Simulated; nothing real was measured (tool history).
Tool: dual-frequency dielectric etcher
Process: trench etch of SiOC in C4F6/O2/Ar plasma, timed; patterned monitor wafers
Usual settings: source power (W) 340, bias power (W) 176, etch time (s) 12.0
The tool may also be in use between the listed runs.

run	day	source power (W)	bias power (W)	etch time (s)	read-back reference wafer on the same gauge, depth_nm	mean etch depth across the wafer (angstrom)
1	0.000	340	176	14.0	22.60	249.3
2	0.350	340	176	14.0	22.60	249.9
3	2.188	340	176	12.0	22.59	213.2
4	2.483	340	176	12.0	22.60	212.7
# day 3.633: wet clean of the chamber
5	3.654	340	176	12.0	22.60	222.8
# day 4.321: gauge calibrated
# day 4.733: upper electrode replaced
6	4.754	340	176	12.0	22.59	222.1
7	4.767	290	176	10.5	22.61	179.5
8	4.958	340	164	12.0	22.61	215.3
9	5.629	400	198	12.0	22.62	252.3
10	5.962	400	198	12.0	22.61	252.0
# day 6.438: source power generator calibrated
11	6.458	340	176	12.0	22.61	222.2
12	6.725	340	176	14.5	22.59	267.4
13	7.079	340	196	12.0	22.59	233.0

The next listed run, before its measurement:
14	7.525	300	142	12.0	?	?

Run 14 gave read-back reference wafer on the same gauge, depth_nm 22.60, mean etch depth across the wafer (angstrom) 189.1.
Without the tool's hidden state the same run would have given mean etch depth across the wafer (angstrom) 191.2.
